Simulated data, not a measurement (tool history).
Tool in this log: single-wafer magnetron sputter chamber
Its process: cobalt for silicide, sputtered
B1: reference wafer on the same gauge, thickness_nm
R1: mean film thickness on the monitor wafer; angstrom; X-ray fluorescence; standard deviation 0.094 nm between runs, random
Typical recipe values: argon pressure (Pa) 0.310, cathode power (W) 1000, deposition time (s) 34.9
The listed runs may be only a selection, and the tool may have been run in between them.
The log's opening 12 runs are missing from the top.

run 13 day=46.483 | argon_pressure_(Pa)=0.310 cathode_power_(W)=900 deposition_time_(s)=34.9 | B1=18.710 | R1=163.44
run 14 day=48.092 | argon_pressure_(Pa)=0.310 cathode_power_(W)=1000 deposition_time_(s)=34.9 | B1=18.718 | R1=180.23
run 15 day=50.358 | argon_pressure_(Pa)=0.310 cathode_power_(W)=1000 deposition_time_(s)=34.9 | B1=18.680 | R1=180.74
run 16 day=54.108 | argon_pressure_(Pa)=0.310 cathode_power_(W)=1000 deposition_time_(s)=34.9 | B1=18.712 | R1=180.02
run 17 day=55.812 | argon_pressure_(Pa)=0.393 cathode_power_(W)=800 deposition_time_(s)=34.9 | B1=18.715 | R1=140.65
-- day=59.700 magnet pack replaced
-- day=62.733 sputter target and shields replaced
run 18 day=68.521 | argon_pressure_(Pa)=0.258 cathode_power_(W)=1150 deposition_time_(s)=28.6 | B1=18.683 | R1=177.81
run 19 day=72.542 | argon_pressure_(Pa)=0.214 cathode_power_(W)=1100 deposition_time_(s)=37.3 | B1=18.704 | R1=220.84
run 20 day=75.600 | argon_pressure_(Pa)=0.218 cathode_power_(W)=800 deposition_time_(s)=32.9 | B1=18.701 | R1=140.55
run 21 day=80.004 | argon_pressure_(Pa)=0.350 cathode_power_(W)=900 deposition_time_(s)=31.8 | B1=18.695 | R1=146.12
run 22 day=83.496 | argon_pressure_(Pa)=0.274 cathode_power_(W)=1100 deposition_time_(s)=29.9 | B1=18.698 | R1=169.18
-- day=85.271 capacitance manometer re-zeroed and calibrated
run 23 day=86.604 | argon_pressure_(Pa)=0.310 cathode_power_(W)=1000 deposition_time_(s)=34.9 | B1=18.703 | R1=177.24
run 24 day=90.346 | argon_pressure_(Pa)=0.381 cathode_power_(W)=900 deposition_time_(s)=28.4 | B1=18.678 | R1=126.10
-- day=94.283 sputter target and shields replaced
-- day=98.225 gauge calibrated
run 25 day=102.908 | argon_pressure_(Pa)=0.310 cathode_power_(W)=1100 deposition_time_(s)=30.9 | B1=18.696 | R1=178.49
run 26 day=106.821 | argon_pressure_(Pa)=0.310 cathode_power_(W)=1000 deposition_time_(s)=41.6 | B1=18.687 | R1=217.07
run 27 day=109.421 | argon_pressure_(Pa)=0.310 cathode_power_(W)=1000 deposition_time_(s)=34.9 | B1=18.668 | R1=180.96
run 28 day=113.112 | argon_pressure_(Pa)=0.310 cathode_power_(W)=1000 deposition_time_(s)=34.9 | B1=18.682 | R1=180.49
run 29 day=115.725 | argon_pressure_(Pa)=0.310 cathode_power_(W)=1150 deposition_time_(s)=39.5 | B1=18.704 | R1=233.14
run 30 day=118.358 | argon_pressure_(Pa)=0.260 cathode_power_(W)=1000 deposition_time_(s)=40.2 | B1=18.702 | R1=204.64
run 31 day=122.021 | argon_pressure_(Pa)=0.247 cathode_power_(W)=1000 deposition_time_(s)=31.7 | B1=18.696 | R1=161.80
run 32 day=125.400 | argon_pressure_(Pa)=0.310 cathode_power_(W)=1000 deposition_time_(s)=32.8 | B1=18.719 | R1=163.41
-- day=126.412 sputter target and shields replaced
run 33 day=127.233 | argon_pressure_(Pa)=0.310 cathode_power_(W)=1000 deposition_time_(s)=34.9 | B1=18.694 | R1=185.79
run 34 day=130.038 | argon_pressure_(Pa)=0.240 cathode_power_(W)=1000 deposition_time_(s)=28.2 | B1=18.698 | R1=151.44
run 35 day=134.425 | argon_pressure_(Pa)=0.381 cathode_power_(W)=900 deposition_time_(s)=28.4 | B1=18.728 | R1=131.40

Each row is a separate what-if for the run after 35, all from the same tool condition, not one after another. Results?
run A day=134.442 | argon_pressure_(Pa)=0.310 cathode_power_(W)=1000 deposition_time_(s)=34.9 | B1=? | R1=?
run B day=134.442 | argon_pressure_(Pa)=0.365 cathode_power_(W)=1250 deposition_time_(s)=34.9 | B1=? | R1=?
run C day=134.442 | argon_pressure_(Pa)=0.260 cathode_power_(W)=1000 deposition_time_(s)=33.1 | B1=? | R1=?
run D day=134.442 | argon_pressure_(Pa)=0.310 cathode_power_(W)=1000 deposition_time_(s)=41.7 | B1=? | R1=?

run=A B1=18.697 R1=184.20
run=B B1=18.697 R1=227.23
run=C B1=18.697 R1=176.81
run=D B1=18.697 R1=220.08
Stripped of hidden state, with their random variation kept, the same runs would have yielded:
run=A R1=188.44
run=B R1=232.46
run=C R1=180.89
run=D R1=225.15

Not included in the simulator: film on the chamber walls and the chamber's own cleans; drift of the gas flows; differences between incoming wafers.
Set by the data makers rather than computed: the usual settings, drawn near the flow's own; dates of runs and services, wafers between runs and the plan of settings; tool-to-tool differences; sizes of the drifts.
